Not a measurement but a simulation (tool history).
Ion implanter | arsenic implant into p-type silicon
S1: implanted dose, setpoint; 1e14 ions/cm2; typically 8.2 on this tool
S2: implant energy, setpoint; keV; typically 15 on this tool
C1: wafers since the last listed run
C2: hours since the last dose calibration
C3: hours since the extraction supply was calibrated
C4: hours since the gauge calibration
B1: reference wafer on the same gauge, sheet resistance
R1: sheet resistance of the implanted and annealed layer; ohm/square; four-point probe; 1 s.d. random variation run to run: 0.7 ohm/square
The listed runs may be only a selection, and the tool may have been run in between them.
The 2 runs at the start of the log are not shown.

run   hour    S1    S2   C1     C2      C3     C4      B1      R1
  3   28.4   8.2    15  187  746.9    6436  129.4  180.95  169.41
  4   45.7   8.2    15  247  764.2  6453.3  146.7  180.62  169.16
  5   63.2   8.2    15  250  781.7  6470.8  164.2  180.82  170.18
  6   69.6  6.58  18.5   91  788.1  6477.2  170.6  180.67  179.85
  7   82.1  6.58  18.5  178  800.6  6489.7  183.1  180.47   180.2
  8   91.3  6.58  18.5  131  809.8  6498.9  192.3  180.83  178.43
  9  105.9  6.32    15  208  824.4  6513.5  206.9  180.94  189.39
 10  121.8  6.32    15  227  840.3  6529.4  222.8  181.24  189.85
 11  137.4  6.32    15  223  855.9    6545  238.4  181.11  191.03
 12  154.9   8.2    15  250  873.4  6562.5  255.9  180.82  170.44
 13  162.6   8.2    15  110  881.1  6570.2  263.6  181.09  169.89
 14  178.2   8.2    15  223  896.7  6585.8  279.2  180.62  170.45
     195.3  -- extraction supply calibrated
 15  195.8   8.2    15  137  914.3     0.5  296.8  181.05  169.86
 16  208.9   8.2    15  187  927.4    13.6  309.9  180.95  171.82
 17  218.3  6.05  11.5  134  936.8      23  319.3  181.03  205.06
 18    232  6.83    15  196  950.5    36.7    333   180.8   182.6
     244.7  -- Faraday cup replaced and dose calibrated
 19  245.2  7.12    15   74    0.5    49.9  346.2  180.81  180.81
 20  253.6   8.2    15  120    8.9    58.3  354.6   180.9  170.72
 21  270.2  7.08    17  237   25.5    74.9  371.2  181.02  175.27

What will run 22 give?
 22  279.4  8.2  15  131  34.7  84.1  380.4   ?   ?

Run 22 gave B1 180.72, R1 170.41 ohm/square.
Had the tool carried no hidden state, the very same run would have given R1 170.41 ohm/square.
